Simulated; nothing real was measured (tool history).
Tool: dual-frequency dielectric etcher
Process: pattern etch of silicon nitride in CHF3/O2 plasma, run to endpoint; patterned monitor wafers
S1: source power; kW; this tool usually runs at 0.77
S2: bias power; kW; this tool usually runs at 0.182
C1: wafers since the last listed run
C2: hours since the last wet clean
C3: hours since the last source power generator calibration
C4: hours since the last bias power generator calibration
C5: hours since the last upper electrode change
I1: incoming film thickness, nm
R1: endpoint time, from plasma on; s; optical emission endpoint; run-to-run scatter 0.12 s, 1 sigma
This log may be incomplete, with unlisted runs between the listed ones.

run	hour	S1	S2	C1	C2	C3	C4	C5	I1	R1
1	0	0.77	0.182	0	604.4	678.2	4346.4	2222.2	59.9	35
# hour 63.6: wet clean of the chamber
2	69.6	0.68	0.182	353	6	747.8	4416	2291.8	59.7	36.1
3	270.2	0.77	0.182	1554	206.6	948.4	4616.6	2492.4	59.2	34.5
4	341.1	0.77	0.182	549	277.5	1019.3	4687.5	2563.3	59.6	34.7
5	394.2	0.77	0.163	411	330.6	1072.4	4740.6	2616.4	59.1	35.2
6	447.8	0.7	0.216	415	384.2	1126	4794.2	2670	59.2	33.9
# hour 481: bias power generator calibrated
7	512.6	0.77	0.182	471	449	1190.8	31.6	2734.8	59.5	34.3
8	574.2	0.77	0.182	477	510.6	1252.4	93.2	2796.4	59	34.3
9	633.8	0.77	0.182	462	570.2	1312	152.8	2856	59.7	34.6
# hour 666.3: wet clean of the chamber
10	704.5	0.9	0.182	362	38.2	1382.7	223.5	2926.7	58.9	32.4
# hour 752.6: source power generator calibrated
11	764.7	0.7	0.216	435	98.4	12.1	283.7	2986.9	59.2	33.4
12	807.7	0.77	0.182	333	141.4	55.1	326.7	3029.9	59	33.8
13	857.5	0.72	0.204	386	191.2	104.9	376.5	3079.7	59	33.6
14	891.6	0.82	0.137	264	225.3	139	410.6	3113.8	59.3	35.5
15	916.4	0.77	0.182	192	250.1	163.8	435.4	3138.6	58.9	33.7
16	1063.3	0.77	0.182	1138	397	310.7	582.3	3285.5	59.1	33.7
17	1128.5	0.95	0.182	505	462.2	375.9	647.5	3350.7	59.7	31.9

What will run 18 give?
18	1192	0.64	0.154	492	525.7	439.4	711	3414.2	59.1	?

Run 18 measured R1 37.3 s.
With no hidden state in the tool, this same run would have given R1 38.1 s.

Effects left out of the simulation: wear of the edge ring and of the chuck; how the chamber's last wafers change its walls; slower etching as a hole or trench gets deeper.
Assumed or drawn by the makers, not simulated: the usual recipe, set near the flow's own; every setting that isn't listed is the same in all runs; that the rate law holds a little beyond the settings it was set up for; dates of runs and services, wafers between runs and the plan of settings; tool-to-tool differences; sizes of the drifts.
